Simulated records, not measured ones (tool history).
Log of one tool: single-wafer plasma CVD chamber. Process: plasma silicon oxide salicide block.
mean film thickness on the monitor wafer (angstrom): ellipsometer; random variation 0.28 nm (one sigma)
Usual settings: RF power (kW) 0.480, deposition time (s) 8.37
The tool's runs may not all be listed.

run     day  RF power (kW)  deposition time (s)  wafers since the last listed run  hours since the last RF generator calibration  hours since the showerhead was replaced  hours since the gauge calibration  read-back reference wafer on the same gauge, thickness_nm  mean film thickness on the monitor wafer (angstrom)
  1   0.000          0.480                 7.67                                 0                                         1290.4                                   4219.3                              507.3                                                     71.269                                               774.23
  2   2.129          0.480                 7.99                              1678                                         1341.5                                   4270.4                              558.4                                                     71.334                                               803.77
  3   4.804          0.480                 7.99                              2109                                         1405.7                                   4334.6                              622.6                                                     71.300                                               805.16
  4   6.817          0.480                 8.37                              1586                                         1454.0                                   4382.9                              670.9                                                     71.241                                               847.16
  5   8.329          0.480                 8.37                              1192                                         1490.3                                   4419.2                              707.2                                                     71.307                                               846.69
  6   9.858          0.480                 8.37                              1205                                         1527.0                                   4455.9                              743.9                                                     71.266                                               840.00
  7  12.788          0.480                 8.37                              2309                                         1597.3                                   4526.2                              814.2                                                     71.326                                               839.46
     13.075  -- gauge calibrated
     14.779  -- showerhead replaced, of another model than before
     19.038  -- RF generator calibrated
  8  21.246          0.480                 7.67                              6144                                           53.0                                    155.2                              196.1                                                     71.317                                               788.76
  9  24.058          0.505                 8.37                              2217                                          120.5                                    222.7                              263.6                                                     71.307                                               892.05
 10  25.875          0.510                 7.81                              1432                                          164.1                                    266.3                              307.2                                                     71.223                                               840.20

Forecast run 11:
 11  27.688          0.385                 9.14                              1429                                          207.6                                    309.8                              350.7                                                          ?                                                    ?

{"run 11": {"read-back reference wafer on the same gauge, thickness_nm": 71.393, "mean film thickness on the monitor wafer (angstrom)": 752.64}}
Without the tool's hidden state the same run would have given mean film thickness on the monitor wafer (angstrom) 754.55.
